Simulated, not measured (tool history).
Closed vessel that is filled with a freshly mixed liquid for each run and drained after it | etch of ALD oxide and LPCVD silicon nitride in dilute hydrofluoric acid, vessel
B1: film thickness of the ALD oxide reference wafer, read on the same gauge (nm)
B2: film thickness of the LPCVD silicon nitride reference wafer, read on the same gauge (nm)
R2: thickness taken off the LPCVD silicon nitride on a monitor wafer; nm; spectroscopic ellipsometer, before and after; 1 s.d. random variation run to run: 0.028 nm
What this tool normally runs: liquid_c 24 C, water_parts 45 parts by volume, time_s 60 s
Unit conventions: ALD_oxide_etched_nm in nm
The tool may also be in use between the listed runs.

run 1 hour=0 | liquid_c=24 water_parts=45 time_s=60 | B1=89.95 B2=89.994 | ALD_oxide_etched_nm=29.83 R2=0.582
run 2 hour=52.3 | liquid_c=21.5 water_parts=45 time_s=40 | B1=89.96 B2=90.017 | ALD_oxide_etched_nm=18.15 R2=0.369
run 3 hour=115.4 | liquid_c=21.5 water_parts=45 time_s=40 | B1=90.04 B2=89.999 | ALD_oxide_etched_nm=18.15 R2=0.342
run 4 hour=183.6 | liquid_c=21.5 water_parts=45 time_s=40 | B1=89.99 B2=90.031 | ALD_oxide_etched_nm=17.84 R2=0.331
run 5 hour=212.6 | liquid_c=24 water_parts=45 time_s=60 | B1=90.07 B2=89.992 | ALD_oxide_etched_nm=29.82 R2=0.556
run 6 hour=250.1 | liquid_c=24 water_parts=45 time_s=60 | B1=90.01 B2=89.985 | ALD_oxide_etched_nm=30.01 R2=0.58
run 7 hour=288.6 | liquid_c=24 water_parts=45 time_s=60 | B1=89.96 B2=90.021 | ALD_oxide_etched_nm=29.88 R2=0.592
run 8 hour=335.1 | liquid_c=24 water_parts=35 time_s=60 | B1=90 B2=90.008 | ALD_oxide_etched_nm=38.34 R2=0.784
run 9 hour=376.4 | liquid_c=24 water_parts=35 time_s=60 | B1=90.01 B2=90.019 | ALD_oxide_etched_nm=39.09 R2=0.741
run 10 hour=434.4 | liquid_c=24 water_parts=35 time_s=60 | B1=90.03 B2=90.01 | ALD_oxide_etched_nm=39.04 R2=0.742
run 11 hour=502.4 | liquid_c=24 water_parts=45 time_s=60 | B1=89.97 B2=89.997 | ALD_oxide_etched_nm=29.78 R2=0.581
-- hour=503.1 gauge calibrated
run 12 hour=562 | liquid_c=24 water_parts=45 time_s=60 | B1=89.96 B2=90.023 | ALD_oxide_etched_nm=29.78 R2=0.567
-- hour=607.2 thermometer replaced
run 13 hour=622.5 | liquid_c=27.5 water_parts=35 time_s=95 | B1=89.99 B2=89.999 | ALD_oxide_etched_nm=71.66 R2=1.502
run 14 hour=656.1 | liquid_c=22.5 water_parts=45 time_s=85 | B1=90.03 B2=90.001 | ALD_oxide_etched_nm=39.66 R2=0.747
run 15 hour=680.9 | liquid_c=20.5 water_parts=30 time_s=85 | B1=90.01 B2=90.007 | ALD_oxide_etched_nm=56.07 R2=0.965
run 16 hour=734.9 | liquid_c=26.5 water_parts=30 time_s=60 | B1=89.97 B2=89.995 | ALD_oxide_etched_nm=50.44 R2=1.05
-- hour=746.7 hydrofluoric acid flow meter replaced
run 17 hour=804.8 | liquid_c=20 water_parts=45 time_s=35 | B1=89.99 B2=90.001 | ALD_oxide_etched_nm=14.65 R2=0.259
run 18 hour=871.7 | liquid_c=22 water_parts=45 time_s=60 | B1=89.98 B2=89.987 | ALD_oxide_etched_nm=27.62 R2=0.496
run 19 hour=974.6 | liquid_c=24 water_parts=45 time_s=60 | B1=90 B2=90.014 | ALD_oxide_etched_nm=29.79 R2=0.65
run 20 hour=1021.7 | liquid_c=21 water_parts=45 time_s=95 | B1=90.03 B2=89.985 | ALD_oxide_etched_nm=41.82 R2=0.768
run 21 hour=1074.3 | liquid_c=22 water_parts=55 time_s=70 | B1=90 B2=89.99 | ALD_oxide_etched_nm=25.97 R2=0.518
run 22 hour=1121.9 | liquid_c=24 water_parts=45 time_s=60 | B1=89.96 B2=90.005 | ALD_oxide_etched_nm=29.86 R2=0.594
run 23 hour=1182 | liquid_c=24 water_parts=25 time_s=70 | B1=89.98 B2=90.006 | ALD_oxide_etched_nm=64.21 R2=1.18
run 24 hour=1270.1 | liquid_c=24 water_parts=30 time_s=95 | B1=89.96 B2=89.981 | ALD_oxide_etched_nm=72.6 R2=1.369
run 25 hour=1331.7 | liquid_c=24 water_parts=45 time_s=60 | B1=90.04 B2=90.014 | ALD_oxide_etched_nm=29.73 R2=0.576

Run-by-run hidden state of the tool:
liquid hotter than its thermometer reads (K): 0 in every run
hydrofluoric acid flow above the setpoint (%): 0 in every run
gauge reads high (%): 0 in every run
